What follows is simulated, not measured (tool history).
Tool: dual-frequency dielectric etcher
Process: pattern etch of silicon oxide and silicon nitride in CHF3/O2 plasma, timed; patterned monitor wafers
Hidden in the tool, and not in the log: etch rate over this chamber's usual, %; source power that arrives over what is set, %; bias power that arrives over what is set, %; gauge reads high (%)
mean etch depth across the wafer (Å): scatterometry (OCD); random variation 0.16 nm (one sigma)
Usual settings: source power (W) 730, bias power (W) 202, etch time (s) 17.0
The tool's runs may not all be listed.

| run | hour | source power (W) | bias power (W) | etch time (s) | wafers since the last listed run | hours since the last wet clean | hours since the last source power generator calibration | hours since the last bias power generator calibration | hours since the last upper electrode change | hours since the gauge calibration | read-back reference wafer on the same gauge, depth_nm | mean etch depth across the wafer (Å) |
|---|---|---|---|---|---|---|---|---|---|---|---|---|
| 1 | 0.0 | 730 | 202 | 13.5 | 0 | 389.8 | 2328.6 | 3253.5 | 4372.4 | 125.3 | 25.31 | 249.3 |
|  | 6.1 | gauge calibrated |
| 2 | 11.7 | 730 | 202 | 17.0 | 156 | 401.5 | 2340.3 | 3265.2 | 4384.1 | 5.6 | 25.25 | 311.3 |
| 3 | 18.3 | 730 | 202 | 17.0 | 88 | 408.1 | 2346.9 | 3271.8 | 4390.7 | 12.2 | 25.32 | 310.6 |
| 4 | 26.6 | 800 | 202 | 17.0 | 111 | 416.4 | 2355.2 | 3280.1 | 4399.0 | 20.5 | 25.33 | 320.8 |
| 5 | 43.8 | 730 | 202 | 17.0 | 230 | 433.6 | 2372.4 | 3297.3 | 4416.2 | 37.7 | 25.30 | 313.0 |
| 6 | 54.4 | 730 | 202 | 17.0 | 142 | 444.2 | 2383.0 | 3307.9 | 4426.8 | 48.3 | 25.24 | 312.2 |
| 7 | 60.9 | 730 | 202 | 17.0 | 87 | 450.7 | 2389.5 | 3314.4 | 4433.3 | 54.8 | 25.36 | 313.8 |
| 8 | 75.9 | 730 | 202 | 17.0 | 201 | 465.7 | 2404.5 | 3329.4 | 4448.3 | 69.8 | 25.30 | 314.7 |
|  | 105.2 | wet clean of the chamber |
| 9 | 105.7 | 730 | 202 | 15.5 | 77 | 0.5 | 2434.3 | 3359.2 | 4478.1 | 99.6 | 25.37 | 271.5 |
| 10 | 106.1 | 730 | 202 | 15.5 | 5 | 0.9 | 2434.7 | 3359.6 | 4478.5 | 100.0 | 25.26 | 270.9 |
|  | 110.1 | bias power generator calibrated |
| 11 | 110.6 | 730 | 202 | 17.0 | 6 | 5.4 | 2439.2 | 0.5 | 4483.0 | 104.5 | 25.31 | 297.6 |
| 12 | 113.6 | 590 | 176 | 17.0 | 40 | 8.4 | 2442.2 | 3.5 | 4486.0 | 107.5 | 25.25 | 265.6 |
| 13 | 131.0 | 730 | 202 | 17.0 | 233 | 25.8 | 2459.6 | 20.9 | 4503.4 | 124.9 | 25.30 | 298.3 |
|  | 141.3 | source power generator calibrated |
|  | 149.3 | gauge calibrated |
|  | 155.1 | upper electrode replaced, of another model than before |
| 14 | 155.6 | 730 | 244 | 17.0 | 91 | 50.4 | 14.3 | 45.5 | 0.5 | 6.3 | 25.28 | 322.1 |
| 15 | 182.2 | 570 | 227 | 17.0 | 356 | 77.0 | 40.9 | 72.1 | 27.1 | 32.9 | 25.36 | 293.9 |
| 16 | 196.7 | 730 | 202 | 17.0 | 194 | 91.5 | 55.4 | 86.6 | 41.6 | 47.4 | 25.29 | 298.8 |
| 17 | 204.4 | 590 | 186 | 15.5 | 103 | 99.2 | 63.1 | 94.3 | 49.3 | 55.1 | 25.31 | 253.7 |
| 18 | 211.5 | 730 | 153 | 17.0 | 95 | 106.3 | 70.2 | 101.4 | 56.4 | 62.2 | 25.29 | 271.6 |
| 19 | 227.9 | 900 | 231 | 14.5 | 219 | 122.7 | 86.6 | 117.8 | 72.8 | 78.6 | 25.35 | 283.8 |
| 20 | 245.8 | 730 | 202 | 13.5 | 240 | 140.6 | 104.5 | 135.7 | 90.7 | 96.5 | 25.31 | 240.5 |
| 21 | 253.3 | 730 | 168 | 12.0 | 100 | 148.1 | 112.0 | 143.2 | 98.2 | 104.0 | 25.28 | 197.8 |
| 22 | 260.7 | 680 | 202 | 21.5 | 99 | 155.5 | 119.4 | 150.6 | 105.6 | 111.4 | 25.33 | 375.4 |

Forecast each of these 4 alternatives for the next run:
| A | 261.1 | 730 | 187 | 17.0 | 5 | 155.9 | 119.8 | 151.0 | 106.0 | 111.8 | ? | ? |
| B | 261.1 | 600 | 171 | 14.0 | 5 | 155.9 | 119.8 | 151.0 | 106.0 | 111.8 | ? | ? |
| C | 261.1 | 670 | 238 | 17.0 | 5 | 155.9 | 119.8 | 151.0 | 106.0 | 111.8 | ? | ? |
| D | 261.1 | 730 | 234 | 17.0 | 5 | 155.9 | 119.8 | 151.0 | 106.0 | 111.8 | ? | ? |

| run | read-back reference wafer on the same gauge, depth_nm | mean etch depth across the wafer (Å) |
|---|---|---|
| A | 25.31 | 293.7 |
| B | 25.31 | 223.4 |
| C | 25.31 | 315.8 |
| D | 25.31 | 320.0 |
Without the tool's hidden state the same runs would have given:
| run | mean etch depth across the wafer (Å) |
|---|---|
| A | 290.0 |
| B | 220.6 |
| C | 311.8 |
| D | 316.0 |
